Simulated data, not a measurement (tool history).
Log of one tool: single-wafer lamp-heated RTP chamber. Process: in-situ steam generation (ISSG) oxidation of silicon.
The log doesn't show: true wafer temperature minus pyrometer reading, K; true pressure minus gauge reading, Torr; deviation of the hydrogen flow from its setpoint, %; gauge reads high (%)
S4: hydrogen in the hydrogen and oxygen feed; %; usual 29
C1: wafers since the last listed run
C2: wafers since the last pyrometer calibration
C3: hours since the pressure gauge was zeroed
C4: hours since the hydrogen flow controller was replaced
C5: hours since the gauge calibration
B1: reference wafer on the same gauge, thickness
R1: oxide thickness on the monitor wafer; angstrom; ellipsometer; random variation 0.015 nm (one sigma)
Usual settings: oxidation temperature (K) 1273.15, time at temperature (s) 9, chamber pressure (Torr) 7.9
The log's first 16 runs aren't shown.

run 17 hour=1365.3 | oxidation_temperature_(K)=1273.15 time_at_temperature_(s)=12 chamber_pressure_(Torr)=9 S4=32 | C1=887 C2=3876 C3=3575.5 C4=205.6 C5=2418.9 | B1=4.703 | R1=46.99
run 18 hour=1439.6 | oxidation_temperature_(K)=1255.15 time_at_temperature_(s)=9 chamber_pressure_(Torr)=7.9 S4=29 | C1=1026 C2=4903 C3=3649.8 C4=279.9 C5=2493.2 | B1=4.698 | R1=38.78
run 19 hour=1479.1 | oxidation_temperature_(K)=1273.15 time_at_temperature_(s)=9 chamber_pressure_(Torr)=7.4 S4=29 | C1=545 C2=5449 C3=3689.3 C4=319.4 C5=2532.7 | B1=4.69 | R1=41.33
-- hour=1576.6 pressure gauge zeroed
run 20 hour=1580.9 | oxidation_temperature_(K)=1254.15 time_at_temperature_(s)=9 chamber_pressure_(Torr)=7 S4=22 | C1=1296 C2=6745 C3=4.3 C4=421.2 C5=2634.5 | B1=4.702 | R1=36.2
-- hour=1644.8 gauge calibrated
run 21 hour=1653.8 | oxidation_temperature_(K)=1273.15 time_at_temperature_(s)=11 chamber_pressure_(Torr)=7.9 S4=29 | C1=1007 C2=7753 C3=77.2 C4=494.1 C5=9 | B1=4.701 | R1=45.4
-- hour=1674 pyrometer window cleaned and pyrometer calibrated
run 22 hour=1719.6 | oxidation_temperature_(K)=1273.15 time_at_temperature_(s)=11 chamber_pressure_(Torr)=7.1 S4=32 | C1=798 C2=630 C3=143 C4=559.9 C5=74.8 | B1=4.699 | R1=45.28
run 23 hour=1800.9 | oxidation_temperature_(K)=1273.15 time_at_temperature_(s)=9 chamber_pressure_(Torr)=7.9 S4=29 | C1=1123 C2=1754 C3=224.3 C4=641.2 C5=156.1 | B1=4.7 | R1=40.97
run 24 hour=1952.7 | oxidation_temperature_(K)=1273.15 time_at_temperature_(s)=9 chamber_pressure_(Torr)=7.9 S4=19 | C1=2098 C2=3852 C3=376.1 C4=793 C5=307.9 | B1=4.695 | R1=36.45

The next listed run, before its measurement:
run 25 hour=2044.1 | oxidation_temperature_(K)=1285.15 time_at_temperature_(s)=6 chamber_pressure_(Torr)=7.9 S4=21 | C1=1263 C2=5115 C3=467.5 C4=884.4 C5=399.3 | B1=? | R1=?

{"run 25": {"B1": 4.695, "R1": 33.02}}
Without the tool's hidden state the same run would have given R1 32.14 angstrom.

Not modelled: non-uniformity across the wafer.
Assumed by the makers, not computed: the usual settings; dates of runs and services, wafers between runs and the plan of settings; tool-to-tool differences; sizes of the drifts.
